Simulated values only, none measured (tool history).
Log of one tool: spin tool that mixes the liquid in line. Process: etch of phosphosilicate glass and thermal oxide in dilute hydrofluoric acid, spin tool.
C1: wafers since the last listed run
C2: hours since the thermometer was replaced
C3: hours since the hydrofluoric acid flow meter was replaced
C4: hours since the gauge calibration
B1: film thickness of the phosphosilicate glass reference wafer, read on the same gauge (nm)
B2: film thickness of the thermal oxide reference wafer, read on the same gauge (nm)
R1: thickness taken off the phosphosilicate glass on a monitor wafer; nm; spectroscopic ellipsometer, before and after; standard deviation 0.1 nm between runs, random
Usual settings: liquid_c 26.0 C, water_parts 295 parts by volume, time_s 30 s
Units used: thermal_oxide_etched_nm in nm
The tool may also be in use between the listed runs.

Run 1, hour 0.0: usual settings; C1 0; C2 1857.0; C3 1655.4; C4 212.0; B1 129.98; B2 40.003. Result: R1 15.22 nm, thermal_oxide_etched_nm 0.353 nm.
Run 2, hour 36.3: usual settings; C1 462; C2 1893.3; C3 1691.7; C4 248.3; B1 130.00; B2 40.001. Result: R1 15.44 nm, thermal_oxide_etched_nm 0.327 nm.
Run 3, hour 72.5: usual settings; C1 461; C2 1929.5; C3 1727.9; C4 284.5; B1 129.98; B2 39.996. Result: R1 15.34 nm, thermal_oxide_etched_nm 0.376 nm.
Run 4, hour 107.3: usual settings; C1 443; C2 1964.3; C3 1762.7; C4 319.3; B1 129.97; B2 39.989. Result: R1 15.46 nm, thermal_oxide_etched_nm 0.312 nm.
Run 5, hour 144.8: usual settings; C1 477; C2 2001.8; C3 1800.2; C4 356.8; B1 129.98; B2 40.011. Result: R1 15.25 nm, thermal_oxide_etched_nm 0.393 nm.
Run 6, hour 286.1: usual settings; C1 1800; C2 2143.1; C3 1941.5; C4 498.1; B1 129.96; B2 39.997. Result: R1 15.03 nm, thermal_oxide_etched_nm 0.350 nm.
Run 7, hour 340.9: usual settings; C1 698; C2 2197.9; C3 1996.3; C4 552.9; B1 130.06; B2 40.012. Result: R1 14.98 nm, thermal_oxide_etched_nm 0.352 nm.
At hour 342.2: thermometer replaced.
Run 8, hour 410.2: usual settings but time_s 45 s; C1 870; C2 68.0; C3 2065.6; C4 622.2; B1 130.03; B2 40.014. Result: R1 22.33 nm, thermal_oxide_etched_nm 0.514 nm.
At hour 478.1: hydrofluoric acid flow meter replaced.
Run 9, hour 478.7: usual settings but liquid_c 23.0 C, time_s 15 s; C1 860; C2 136.5; C3 0.6; C4 690.7; B1 129.98; B2 39.980. Result: R1 7.68 nm, thermal_oxide_etched_nm 0.169 nm.
At hour 482.5: gauge calibrated.
Run 10, hour 535.0: usual settings but water_parts 350 parts by volume; C1 717; C2 192.8; C3 56.9; C4 52.5; B1 130.01; B2 40.002. Result: R1 13.58 nm, thermal_oxide_etched_nm 0.328 nm.
Run 11, hour 596.6: usual settings but liquid_c 28.0 C, water_parts 205 parts by volume, time_s 40 s; C1 784; C2 254.4; C3 118.5; C4 114.1; B1 130.01; B2 40.011. Result: R1 39.01 nm, thermal_oxide_etched_nm 1.007 nm.
Run 12, hour 635.8: usual settings but water_parts 430 parts by volume; C1 499; C2 293.6; C3 157.7; C4 153.3; B1 130.02; B2 40.024. Result: R1 10.22 nm, thermal_oxide_etched_nm 0.247 nm.
Run 13, hour 689.4: usual settings; C1 682; C2 347.2; C3 211.3; C4 206.9; B1 130.01; B2 39.982. Result: R1 16.88 nm, thermal_oxide_etched_nm 0.330 nm.
Run 14, hour 727.3: usual settings; C1 482; C2 385.1; C3 249.2; C4 244.8; B1 129.98; B2 40.018. Result: R1 17.01 nm, thermal_oxide_etched_nm 0.415 nm.
Run 15, hour 759.0: usual settings but liquid_c 23.5 C; C1 403; C2 416.8; C3 280.9; C4 276.5; B1 130.01; B2 40.008. Result: R1 15.56 nm, thermal_oxide_etched_nm 0.371 nm.
Run 16, hour 815.5: usual settings but liquid_c 27.5 C, water_parts 365 parts by volume; C1 719; C2 473.3; C3 337.4; C4 333.0; B1 129.99; B2 40.014. Result: R1 13.23 nm, thermal_oxide_etched_nm 0.338 nm.

What was the tool's hidden state at every run in the log?
liquid colder than its thermometer reads (K): 0 across all the runs
gauge reads high (%): 0 across all the runs
H1: hydrofluoric acid flow below the setpoint (%)
run     H1
  1   8.82
  2   9.01
  3    9.2
  4   9.38
  5   9.58
  6   10.3
  7   10.6
  8     11
  9  0.605
 10  0.898
 11   1.22
 12   1.42
 13    1.7
 14    1.9
 15   2.07
 16   2.36

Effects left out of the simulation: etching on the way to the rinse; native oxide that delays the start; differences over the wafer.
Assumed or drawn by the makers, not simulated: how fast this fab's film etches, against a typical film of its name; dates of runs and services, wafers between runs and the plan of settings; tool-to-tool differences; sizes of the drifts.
